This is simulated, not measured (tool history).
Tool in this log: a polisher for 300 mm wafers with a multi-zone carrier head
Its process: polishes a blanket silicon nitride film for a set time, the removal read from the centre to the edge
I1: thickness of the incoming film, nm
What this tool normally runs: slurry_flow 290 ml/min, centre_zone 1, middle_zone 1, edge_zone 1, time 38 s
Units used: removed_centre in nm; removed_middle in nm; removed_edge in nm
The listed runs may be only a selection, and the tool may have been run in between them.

{"run": 1, "hour": 0.0, "slurry_flow": 290, "centre_zone": 1.06, "middle_zone": 0.92, "edge_zone": 1, "time": 38, "I1": 636.2, "removed_centre": 71, "removed_middle": 58.1, "removed_edge": 62.3}
{"run": 2, "hour": 35.8, "slurry_flow": 290, "centre_zone": 1, "middle_zone": 1, "edge_zone": 1, "time": 38, "I1": 620.9, "removed_centre": 67.6, "removed_middle": 62.9, "removed_edge": 63.3}
{"run": 3, "hour": 62.2, "slurry_flow": 290, "centre_zone": 1, "middle_zone": 1, "edge_zone": 1, "time": 38, "I1": 630.1, "removed_centre": 66.7, "removed_middle": 62.8, "removed_edge": 62.6}
{"run": 4, "hour": 121.7, "slurry_flow": 290, "centre_zone": 1, "middle_zone": 1, "edge_zone": 1, "time": 38, "I1": 630.1, "removed_centre": 68.4, "removed_middle": 61.8, "removed_edge": 62.4}
{"run": 5, "hour": 150.8, "slurry_flow": 290, "centre_zone": 1, "middle_zone": 1, "edge_zone": 1, "time": 38, "I1": 626.4, "removed_centre": 68.2, "removed_middle": 62.9, "removed_edge": 62}
{"run": 6, "hour": 179.9, "slurry_flow": 290, "centre_zone": 1.08, "middle_zone": 1, "edge_zone": 0.97, "time": 38, "I1": 622.7, "removed_centre": 74.3, "removed_middle": 61.9, "removed_edge": 62.9}
{"run": 7, "hour": 211.8, "slurry_flow": 290, "centre_zone": 1.08, "middle_zone": 1, "edge_zone": 0.97, "time": 38, "I1": 624.2, "removed_centre": 75.1, "removed_middle": 61.1, "removed_edge": 64}
{"run": 8, "hour": 262.8, "slurry_flow": 195, "centre_zone": 1, "middle_zone": 1, "edge_zone": 0.92, "time": 38, "I1": 627.2, "removed_centre": 64.5, "removed_middle": 59.4, "removed_edge": 59.6}
{"run": 9, "hour": 278.3, "slurry_flow": 290, "centre_zone": 1, "middle_zone": 1, "edge_zone": 1, "time": 44, "I1": 643.3, "removed_centre": 82.1, "removed_middle": 71.7, "removed_edge": 71.7}
{"run": 10, "hour": 312.0, "slurry_flow": 290, "centre_zone": 1, "middle_zone": 1, "edge_zone": 1, "time": 38, "I1": 633.9, "removed_centre": 69.9, "removed_middle": 63.6, "removed_edge": 61.9}
{"run": 11, "hour": 346.0, "slurry_flow": 290, "centre_zone": 1, "middle_zone": 1, "edge_zone": 1, "time": 38, "I1": 631.2, "removed_centre": 70.1, "removed_middle": 62.1, "removed_edge": 62.4}
{"run": 12, "hour": 369.7, "slurry_flow": 290, "centre_zone": 1, "middle_zone": 1, "edge_zone": 0.97, "time": 34, "I1": 622.8, "removed_centre": 62.9, "removed_middle": 56.1, "removed_edge": 55.6}
{"run": 13, "hour": 393.1, "slurry_flow": 235, "centre_zone": 1, "middle_zone": 1, "edge_zone": 1, "time": 38, "I1": 632.4, "removed_centre": 69.2, "removed_middle": 59.2, "removed_edge": 62.3}
{"run": 14, "hour": 414.4, "slurry_flow": 365, "centre_zone": 1, "middle_zone": 1, "edge_zone": 1, "time": 28, "I1": 630.7, "removed_centre": 54.4, "removed_middle": 47.6, "removed_edge": 46.5}
{"run": 15, "hour": 446.6, "slurry_flow": 350, "centre_zone": 1, "middle_zone": 1, "edge_zone": 1, "time": 30, "I1": 640, "removed_centre": 50.1, "removed_middle": 49.7, "removed_edge": 51.8}
{"run": 16, "hour": 474.2, "slurry_flow": 245, "centre_zone": 1, "middle_zone": 1, "edge_zone": 1, "time": 25, "I1": 630.4, "removed_centre": 40.1, "removed_middle": 40.2, "removed_edge": 40.7}
{"run": 17, "hour": 495.0, "slurry_flow": 350, "centre_zone": 1, "middle_zone": 1, "edge_zone": 1, "time": 30, "I1": 620.9, "removed_centre": 51.1, "removed_middle": 48.9, "removed_edge": 50.1}
{"run": 18, "hour": 519.1, "slurry_flow": 345, "centre_zone": 1, "middle_zone": 0.89, "edge_zone": 1.08, "time": 38, "I1": 634.9, "removed_centre": 64.8, "removed_middle": 57.6, "removed_edge": 65.9}
{"run": 19, "hour": 540.4, "slurry_flow": 290, "centre_zone": 1.07, "middle_zone": 1, "edge_zone": 1, "time": 38, "I1": 626.7, "removed_centre": 68.9, "removed_middle": 61.6, "removed_edge": 64.4}
{"run": 20, "hour": 575.0, "slurry_flow": 290, "centre_zone": 1, "middle_zone": 1, "edge_zone": 1, "time": 38, "I1": 635.4, "removed_centre": 63, "removed_middle": 61.4, "removed_edge": 61.1}
{"run": 21, "hour": 593.6, "slurry_flow": 290, "centre_zone": 1, "middle_zone": 1, "edge_zone": 0.93, "time": 38, "I1": 635.9, "removed_centre": 63.6, "removed_middle": 61, "removed_edge": 61.6}
{"run": 22, "hour": 609.4, "slurry_flow": 255, "centre_zone": 1, "middle_zone": 1, "edge_zone": 1, "time": 38, "I1": 621.4, "removed_centre": 63.1, "removed_middle": 61.9, "removed_edge": 62.3}
{"run": 23, "hour": 637.7, "slurry_flow": 290, "centre_zone": 1, "middle_zone": 1, "edge_zone": 1, "time": 38, "I1": 640.9, "removed_centre": 64.2, "removed_middle": 61.9, "removed_edge": 63.2}

Taken out of this log: 7 entries between the listed runs. Where each belongs, and how the hidden state differs across it:
Logged between run 3 and run 4: carrier head's membrane replaced by a new one (hour 98)
  deviation of the centre zone's pressure from its setpoint, %: 6.99 -> 7.87
  measured minus no-state result, removed_centre: +4.4 -> +5 nm
Logged between run 5 and run 6: worn pad replaced by a new one (hour 166)
  deviation of the centre zone's pressure from its setpoint, %: 8.32 -> 8.77
  measured minus no-state result, removed_centre: +5.3 -> +6 nm
Logged between run 8 and run 9: edge zone pressure recalibrated (hour 267.5)
  deviation of the centre zone's pressure from its setpoint, %: 10.1 -> 10.4
  measured minus no-state result, removed_centre: +6 -> +7.8 nm
Logged between run 10 and run 11: slurry nozzle cleaned (hour 324.6); worn pad replaced by a new one (hour 341)
  deviation of the centre zone's pressure from its setpoint, %: 11 -> 11.6
  measured minus no-state result, removed_centre: +7 -> +7.4 nm
Logged between run 14 and run 15: centre zone pressure recalibrated (hour 428.8)
  deviation of the centre zone's pressure from its setpoint, %: 12.9 -> 0.226
  measured minus no-state result, removed_centre: +6.2 -> +0.1 nm
Logged between run 17 and run 18: worn pad replaced by a new one (hour 518.6)
  deviation of the centre zone's pressure from its setpoint, %: 0.255 -> 0.282
  measured minus no-state result, removed_centre: +0.2 -> +0.1 nm
